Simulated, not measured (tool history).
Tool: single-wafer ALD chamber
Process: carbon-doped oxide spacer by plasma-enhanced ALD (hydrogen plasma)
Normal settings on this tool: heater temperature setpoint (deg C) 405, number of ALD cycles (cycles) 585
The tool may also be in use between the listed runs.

run	day	heater temperature setpoint (deg C)	number of ALD cycles (cycles)	read-back reference wafer on the same gauge, thickness_nm	mean film thickness on the monitor wafer (nm)
1	0	411	585	22.281	26.69
2	1.367	411	585	22.297	26.517
3	2.862	411	585	22.322	26.68
4	4.621	405	585	22.295	27.229
5	9.075	405	585	22.309	27.182
6	9.692	405	585	22.292	27.063
7	10.746	405	585	22.286	27.044
8	11.758	405	585	22.285	27.05
9	12.588	405	585	22.289	27.093
10	13.583	405	585	22.313	27.156
11	14.146	405	585	22.313	27.088
12	14.821	405	585	22.301	27.121
13	16.029	405	585	22.289	27.053
14	17.612	400	512	22.304	24.144
15	18.912	400	512	22.308	24.192
16	19.446	400	512	22.3	24.229
17	20.8	405	585	22.293	27.072
18	21.608	405	585	22.299	27.081
19	22.971	405	585	22.284	27.061
20	24.275	405	585	22.304	26.947
21	25.35	405	585	22.303	27.448
22	26.325	405	585	22.3	27.434
23	27.721	405	585	22.3	27.402
24	28.638	405	585	22.304	27.372
25	30.058	405	585	22.315	27.33
26	31.467	396	681	22.303	32.442
27	32.438	400	512	22.309	24.394
28	33.038	405	481	22.307	22.6
29	34.204	414	499	22.3	22.615
30	38.35	405	585	22.307	27.497
31	39.208	417	681	22.299	30.627
32	40.392	405	672	22.301	31.378
33	41.046	391	546	22.284	26.063
34	42.529	405	525	22.305	24.525
35	43.429	414	585	22.298	26.544
36	43.967	405	585	22.32	27.404
37	45.783	405	585	22.308	27.38
38	46.971	418	654	22.313	29.218
39	48.012	397	623	22.286	29.647
40	48.925	415	698	22.306	31.518
41	49.846	395	633	22.31	30.324
42	50.721	415	585	22.326	26.378
43	51.4	405	585	22.284	27.49
44	52.792	401	498	22.311	23.651
45	53.688	405	585	22.317	27.21
46	57.946	416	585	22.31	26.199
47	58.554	412	620	22.288	28.307
48	59.975	401	684	22.286	32.427

Put back what was entered between runs (2 entries, withheld): which listed runs does each sit between, and how does the hidden state differ from the listed run before to the listed run after?
After run 20, before run 21: thermocouple changed; heater temperature recalibrated (day 25.329)
  wafer temperature above the value expected at the setpoint (K): 4.31 -> -0.0363
  measured result minus the result with no hidden state, mean film thickness on the monitor wafer (nm): -0.409 -> +0.003
After run 28, before run 29: gauge calibrated (day 34.175)
  wafer temperature above the value expected at the setpoint (K): 0.000262 -> 0.0122
  measured result minus the result with no hidden state, mean film thickness on the monitor wafer (nm): +0 -> -0.001

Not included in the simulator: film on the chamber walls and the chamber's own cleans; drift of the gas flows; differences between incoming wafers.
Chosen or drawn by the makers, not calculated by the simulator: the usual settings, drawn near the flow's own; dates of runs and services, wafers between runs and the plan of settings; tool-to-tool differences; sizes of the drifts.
